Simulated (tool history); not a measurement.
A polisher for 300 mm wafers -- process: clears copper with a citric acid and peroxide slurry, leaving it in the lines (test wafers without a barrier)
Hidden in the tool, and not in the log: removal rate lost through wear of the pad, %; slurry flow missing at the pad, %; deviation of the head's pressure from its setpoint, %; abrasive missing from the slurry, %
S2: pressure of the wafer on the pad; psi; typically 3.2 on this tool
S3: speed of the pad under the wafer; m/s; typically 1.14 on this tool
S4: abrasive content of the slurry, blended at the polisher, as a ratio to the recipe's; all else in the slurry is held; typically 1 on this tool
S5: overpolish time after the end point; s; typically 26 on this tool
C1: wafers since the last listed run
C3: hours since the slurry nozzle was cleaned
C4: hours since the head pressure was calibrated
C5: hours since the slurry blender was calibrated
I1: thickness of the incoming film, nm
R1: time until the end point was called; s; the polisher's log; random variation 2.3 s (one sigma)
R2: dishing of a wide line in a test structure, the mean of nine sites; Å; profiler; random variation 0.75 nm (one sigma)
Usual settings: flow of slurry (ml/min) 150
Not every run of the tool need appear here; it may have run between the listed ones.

Run 1, hour 0: usual settings but S5 20 s; C1 0; wafers polished on this pad 1112; C3 668.7; C4 662.8; C5 463.3; I1 369.5. Result: R1 147.6 s, R2 346 Å.
Run 2, hour 98.5: usual settings; C1 575; wafers polished on this pad 1687; C3 767.2; C4 761.3; C5 561.8; I1 368.2. Result: R1 146.7 s, R2 431 Å.
Run 3, hour 154.3: usual settings; C1 326; wafers polished on this pad 2014; C3 823; C4 817.1; C5 617.6; I1 372.5. Result: R1 150.7 s, R2 431 Å.
At hour 190.6: slurry nozzle cleaned.
At hour 192.8: head pressure recalibrated.
Run 4, hour 195.8: usual settings; C1 224; wafers polished on this pad 2238; C3 5.2; C4 3; C5 659.1; I1 369.7. Result: R1 151.3 s, R2 437 Å.
At hour 214.4: slurry blender recalibrated.
Run 5, hour 247.4: usual settings; C1 289; wafers polished on this pad 2528; C3 56.8; C4 54.6; C5 33; I1 365.2. Result: R1 155.6 s, R2 422 Å.
Run 6, hour 319.4: usual settings but S5 12 s; C1 420; wafers polished on this pad 2949; C3 128.8; C4 126.6; C5 105; I1 368.3. Result: R1 151.8 s, R2 216 Å.
Run 7, hour 378.1: usual settings but flow of slurry (ml/min) 170, S3 0.86 m/s, S4 0.85; C1 342; wafers polished on this pad 3292; C3 187.5; C4 185.3; C5 163.7; I1 369.3. Result: R1 200 s, R2 344 Å.
At hour 390.9: worn pad replaced by a new one.
Run 8, hour 431.1: usual settings but flow of slurry (ml/min) 170, S2 3.7 psi, S3 0.82 m/s, S4 1.25; C1 286; wafers polished on this pad 234; C3 240.5; C4 238.3; C5 216.7; I1 369.5. Result: R1 143.3 s, R2 452 Å.
Run 9, hour 481.2: usual settings; C1 292; wafers polished on this pad 527; C3 290.6; C4 288.4; C5 266.8; I1 371. Result: R1 146.4 s, R2 447 Å.
Run 10, hour 535.1: usual settings but flow of slurry (ml/min) 185, S2 3.8 psi, S4 1.2, S5 12 s; C1 314; wafers polished on this pad 842; C3 344.5; C4 342.3; C5 320.7; I1 363.7. Result: R1 109.4 s, R2 284 Å.
Run 11, hour 598.7: usual settings but flow of slurry (ml/min) 170, S3 0.88 m/s, S5 11 s; C1 371; wafers polished on this pad 1213; C3 408.1; C4 405.9; C5 384.3; I1 368.9. Result: R1 178.4 s, R2 188 Å.
Run 12, hour 671.3: usual settings; C1 424; wafers polished on this pad 1638; C3 480.7; C4 478.5; C5 456.9; I1 370.8. Result: R1 155.2 s, R2 435 Å.
Run 13, hour 708.5: usual settings but flow of slurry (ml/min) 170, S3 1.28 m/s; C1 217; wafers polished on this pad 1855; C3 517.9; C4 515.7; C5 494.1; I1 370.5. Result: R1 134.6 s, R2 459 Å.
Run 14, hour 764: usual settings but S2 4.2 psi, S4 1.2; C1 324; wafers polished on this pad 2179; C3 573.4; C4 571.2; C5 549.6; I1 369.8. Result: R1 107.4 s, R2 560 Å.
Run 15, hour 834.1: usual settings but flow of slurry (ml/min) 100, S3 0.86 m/s; C1 409; wafers polished on this pad 2589; C3 643.5; C4 641.3; C5 619.7; I1 362.1. Result: R1 197.1 s, R2 330 Å.
At hour 841.7: slurry blender recalibrated.
At hour 908.1: head pressure recalibrated.
Run 16, hour 925.6: usual settings; C1 511; wafers polished on this pad 3100; C3 735; C4 17.5; C5 83.9; I1 370.8. Result: R1 157.9 s, R2 420 Å.
Run 17, hour 981.1: usual settings; C1 324; wafers polished on this pad 3424; C3 790.5; C4 73; C5 139.4; I1 373.9. Result: R1 160.5 s, R2 411 Å.
At hour 1032.9: worn pad replaced by a new one.
Run 18, hour 1055.8: usual settings; C1 413; wafers polished on this pad 133; C3 865.2; C4 147.7; C5 214.1; I1 370.3. Result: R1 144.7 s, R2 448 Å.
At hour 1103.6: slurry nozzle cleaned.
Run 19, hour 1141.7: usual settings but flow of slurry (ml/min) 115, S2 2.4 psi, S3 1.36 m/s; C1 496; wafers polished on this pad 629; C3 38.1; C4 233.6; C5 300; I1 372.7. Result: R1 183.6 s, R2 367 Å.
Run 20, hour 1220.2: usual settings but S2 2.1 psi, S3 0.76 m/s; C1 458; wafers polished on this pad 1088; C3 116.6; C4 312.1; C5 378.5; I1 367.3. Result: R1 291.4 s, R2 248 Å.
Run 21, hour 1289.5: usual settings but flow of slurry (ml/min) 115, S2 2.5 psi, S5 15 s; C1 404; wafers polished on this pad 1493; C3 185.9; C4 381.4; C5 447.8; I1 367.8. Result: R1 199.5 s, R2 207 Å.
Run 22, hour 1342.9: usual settings; C1 311; wafers polished on this pad 1805; C3 239.3; C4 434.8; C5 501.2; I1 367.4. Result: R1 145.2 s, R2 437 Å.
Run 23, hour 1393.3: usual settings but S2 2.3 psi; C1 294; wafers polished on this pad 2099; C3 289.7; C4 485.2; C5 551.6; I1 374.5. Result: R1 209.2 s, R2 316 Å.
At hour 1512.9: slurry blender recalibrated.
Run 24, hour 1521.2: usual settings but S5 15 s; C1 735; wafers polished on this pad 2835; C3 417.6; C4 613.1; C5 8.3; I1 373.5. Result: R1 158.6 s, R2 260 Å.
Run 25, hour 1557.6: usual settings but flow of slurry (ml/min) 110, S4 1.1, S5 13 s; C1 212; wafers polished on this pad 3048; C3 454; C4 649.5; C5 44.7; I1 367.6. Result: R1 163.5 s, R2 222 Å.
At hour 1632.6: head pressure recalibrated.
Run 26, hour 1635.6: usual settings but flow of slurry (ml/min) 195, S4 0.85, S5 17 s; C1 444; wafers polished on this pad 3492; C3 532; C4 3; C5 122.7; I1 366.7. Result: R1 164.2 s, R2 281 Å.
At hour 1688.1: worn pad replaced by a new one.
Run 27, hour 1708.3: usual settings but flow of slurry (ml/min) 105, S3 1.48 m/s; C1 401; wafers polished on this pad 117; C3 604.7; C4 75.7; C5 195.4; I1 367.4. Result: R1 131.5 s, R2 494 Å.
Run 28, hour 1795.9: usual settings but flow of slurry (ml/min) 125, S3 1 m/s, S4 0.7, S5 31 s; C1 511; wafers polished on this pad 629; C3 692.3; C4 163.3; C5 283; I1 374.7. Result: R1 188.7 s, R2 415 Å.

Hidden state at the last listed run before each entry between runs and at the first one after, where it differs:
Between runs 3 and 4: slurry nozzle cleaned (hour 190.6); head pressure recalibrated (hour 192.8)
  removal rate lost through wear of the pad, %: 2.68 -> 3.35
  what was measured, less what the result would be without the hidden state, R1: +4.1 -> +5.1 s; R2: -9 -> -12 Å
Between runs 4 and 5: slurry blender recalibrated (hour 214.4)
  removal rate lost through wear of the pad, %: 3.35 -> 4.29
  what was measured, less what the result would be without the hidden state, R1: +5.1 -> +6.7 s; R2: -12 -> -16 Å
Between runs 7 and 8: worn pad replaced by a new one (hour 390.9)
  removal rate lost through wear of the pad, %: 7.2 -> 0.0912
  what was measured, less what the result would be without the hidden state, R1: +14.4 -> +0.1 s; R2: -23 -> +0 Å
Between runs 15 and 16: slurry blender recalibrated (hour 841.7); head pressure recalibrated (hour 908.1)
  removal rate lost through wear of the pad, %: 4.39 -> 6.37
  what was measured, less what the result would be without the hidden state, R1: +8.7 -> +10.1 s; R2: -13 -> -24 Å
Between runs 17 and 18: worn pad replaced by a new one (hour 1032.9)
  removal rate lost through wear of the pad, %: 7.75 -> 0.314
  what was measured, less what the result would be without the hidden state, R1: +12.5 -> +0.5 s; R2: -28 -> -1 Å
Between runs 18 and 19: slurry nozzle cleaned (hour 1103.6)
  removal rate lost through wear of the pad, %: 0.314 -> 0.564
  what was measured, less what the result would be without the hidden state, R1: +0.5 -> +1.1 s; R2: -1 -> -2 Å
Between runs 23 and 24: slurry blender recalibrated (hour 1512.9)
  removal rate lost through wear of the pad, %: 3.17 -> 5.57
  what was measured, less what the result would be without the hidden state, R1: +6.6 -> +8.8 s; R2: -9 -> -13 Å
Between runs 25 and 26: head pressure recalibrated (hour 1632.6)
  removal rate lost through wear of the pad, %: 6.38 -> 8.33
  what was measured, less what the result would be without the hidden state, R1: +10.5 -> +13.7 s; R2: -14 -> -23 Å
Between runs 26 and 27: worn pad replaced by a new one (hour 1688.1)
  removal rate lost through wear of the pad, %: 8.33 -> 0.712
  what was measured, less what the result would be without the hidden state, R1: +13.7 -> +1 s; R2: -23 -> -3 Å

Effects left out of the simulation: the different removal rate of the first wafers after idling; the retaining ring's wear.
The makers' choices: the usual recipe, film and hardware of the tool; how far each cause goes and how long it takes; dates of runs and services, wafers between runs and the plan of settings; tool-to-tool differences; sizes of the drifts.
